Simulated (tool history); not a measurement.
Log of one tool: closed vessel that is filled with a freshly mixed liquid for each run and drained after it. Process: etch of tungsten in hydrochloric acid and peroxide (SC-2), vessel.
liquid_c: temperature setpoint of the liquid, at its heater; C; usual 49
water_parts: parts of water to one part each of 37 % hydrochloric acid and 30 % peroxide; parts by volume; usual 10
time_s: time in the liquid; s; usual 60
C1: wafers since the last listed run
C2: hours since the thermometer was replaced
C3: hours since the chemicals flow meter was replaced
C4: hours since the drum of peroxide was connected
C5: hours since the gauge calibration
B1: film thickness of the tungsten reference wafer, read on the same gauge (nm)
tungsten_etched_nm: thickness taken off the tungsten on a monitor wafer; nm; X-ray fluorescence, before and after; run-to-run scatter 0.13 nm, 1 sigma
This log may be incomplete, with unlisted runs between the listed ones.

{"run": 1, "hour": 0.0, "liquid_c": 49, "water_parts": 10, "time_s": 40, "C1": 0, "C2": 522.8, "C3": 958.5, "C4": 546.5, "C5": 33.0, "B1": 60.0, "tungsten_etched_nm": 8.18}
{"run": 2, "hour": 13.3, "liquid_c": 49, "water_parts": 8, "time_s": 60, "C1": 1952, "C2": 536.1, "C3": 971.8, "C4": 559.8, "C5": 46.3, "B1": 60.0, "tungsten_etched_nm": 14.6}
{"run": 3, "hour": 58.6, "liquid_c": 49, "water_parts": 8, "time_s": 60, "C1": 6651, "C2": 581.4, "C3": 1017.1, "C4": 605.1, "C5": 91.6, "B1": 60.0, "tungsten_etched_nm": 14.66}
{"run": 4, "hour": 64.9, "liquid_c": 49, "water_parts": 10, "time_s": 60, "C1": 925, "C2": 587.7, "C3": 1023.4, "C4": 611.4, "C5": 97.9, "B1": 59.98, "tungsten_etched_nm": 12.22}
{"hour": 88.1, "done": "thermometer replaced"}
{"run": 5, "hour": 91.8, "liquid_c": 49, "water_parts": 10, "time_s": 60, "C1": 3802, "C2": 3.7, "C3": 1050.3, "C4": 638.3, "C5": 124.8, "B1": 60.0, "tungsten_etched_nm": 13.4}
{"run": 6, "hour": 106.9, "liquid_c": 49, "water_parts": 10, "time_s": 60, "C1": 2217, "C2": 18.8, "C3": 1065.4, "C4": 653.4, "C5": 139.9, "B1": 60.03, "tungsten_etched_nm": 13.77}
{"run": 7, "hour": 123.5, "liquid_c": 49, "water_parts": 10, "time_s": 60, "C1": 2437, "C2": 35.4, "C3": 1082.0, "C4": 670.0, "C5": 156.5, "B1": 59.99, "tungsten_etched_nm": 13.51}
{"run": 8, "hour": 136.4, "liquid_c": 49, "water_parts": 10, "time_s": 60, "C1": 1894, "C2": 48.3, "C3": 1094.9, "C4": 682.9, "C5": 169.4, "B1": 60.03, "tungsten_etched_nm": 13.63}

Predict the results of run 9:
{"hour": 138.3, "done": "new drum of peroxide connected"}
{"run": 9, "hour": 145.2, "liquid_c": 49, "water_parts": 10, "time_s": 60, "C1": 1145, "C2": 57.1, "C3": 1103.7, "C4": 6.9, "C5": 178.2, "B1": "?", "tungsten_etched_nm": "?"}

B1: 60.00
tungsten_etched_nm: 13.42 nm
On a tool with no hidden condition, and with the same random variation, this run would have come out at tungsten_etched_nm 13.79 nm.
